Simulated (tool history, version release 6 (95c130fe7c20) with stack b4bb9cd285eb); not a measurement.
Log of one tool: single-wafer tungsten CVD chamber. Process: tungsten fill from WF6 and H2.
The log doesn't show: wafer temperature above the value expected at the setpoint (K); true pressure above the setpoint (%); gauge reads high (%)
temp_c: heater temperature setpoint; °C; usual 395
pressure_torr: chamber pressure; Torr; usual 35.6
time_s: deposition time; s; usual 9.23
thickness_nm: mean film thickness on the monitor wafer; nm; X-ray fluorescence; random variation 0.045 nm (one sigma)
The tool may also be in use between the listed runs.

run,hour,temp_c,pressure_torr,time_s,wafers since the last listed run,hours since the last thermocouple change,hours since the last manometer calibration,hours since the showerhead was replaced,hours since the gauge calibration,"read-back reference wafer on the same gauge, thickness_nm",thickness_nm
1,0.0,395,35.6,9.23,0,3144.4,2076.6,6050.7,61.9,26.091,32.368
2,8.7,395,35.6,9.23,375,3153.1,2085.3,6059.4,70.6,26.119,32.333
3,21.2,395,35.6,9.23,538,3165.6,2097.8,6071.9,83.1,26.110,32.442
4,31.5,395,35.6,9.23,443,3175.9,2108.1,6082.2,93.4,26.102,32.355
# hour 53.7: thermocouple changed; heater temperature recalibrated
# hour 55.6: showerhead replaced
# hour 62.0: capacitance manometer re-zeroed and calibrated
5,62.5,395,35.6,9.23,634,8.8,0.5,6.9,124.4,26.089,28.722
6,62.8,395,35.6,9.23,12,9.1,0.8,7.2,124.7,26.099,28.744
7,70.8,395,35.6,8.38,344,17.1,8.8,15.2,132.7,26.091,26.136
8,88.4,395,35.6,9.23,758,34.7,26.4,32.8,150.3,26.100,28.885
9,97.7,405,39.9,10.57,400,44.0,35.7,42.1,159.6,26.107,42.545
10,113.4,395,43.0,8.12,676,59.7,51.4,57.8,175.3,26.105,27.451
11,120.2,385,27.1,8.66,293,66.5,58.2,64.6,182.1,26.109,19.624
# hour 128.7: gauge calibrated
12,132.1,395,30.8,10.98,512,78.4,70.1,76.5,3.4,26.091,32.605
13,142.1,400,35.6,10.64,431,88.4,80.1,86.5,13.4,26.116,37.292
14,155.1,391,33.1,7.83,560,101.4,93.1,99.5,26.4,26.097,22.064
15,162.5,395,35.6,9.23,318,108.8,100.5,106.9,33.8,26.102,29.124
16,170.0,401,35.6,9.23,323,116.3,108.0,114.4,41.3,26.098,33.033
17,177.4,395,35.6,9.23,318,123.7,115.4,121.8,48.7,26.100,29.144

Forecast each of these 4 alternatives for the next run:
A,177.8,395,41.3,9.23,17,124.1,115.8,122.2,49.1,?,?
B,177.8,402,29.5,8.22,17,124.1,115.8,122.2,49.1,?,?
C,177.8,406,39.7,11.01,17,124.1,115.8,122.2,49.1,?,?
D,177.8,402,35.6,9.23,17,124.1,115.8,122.2,49.1,?,?

run,"read-back reference wafer on the same gauge, thickness_nm",thickness_nm
A,26.103,30.967
B,26.103,27.971
C,26.103,45.566
D,26.103,33.772
Without the tool's hidden state the same runs would have given:
run,thickness_nm
A,30.177
B,27.299
C,44.486
D,32.961

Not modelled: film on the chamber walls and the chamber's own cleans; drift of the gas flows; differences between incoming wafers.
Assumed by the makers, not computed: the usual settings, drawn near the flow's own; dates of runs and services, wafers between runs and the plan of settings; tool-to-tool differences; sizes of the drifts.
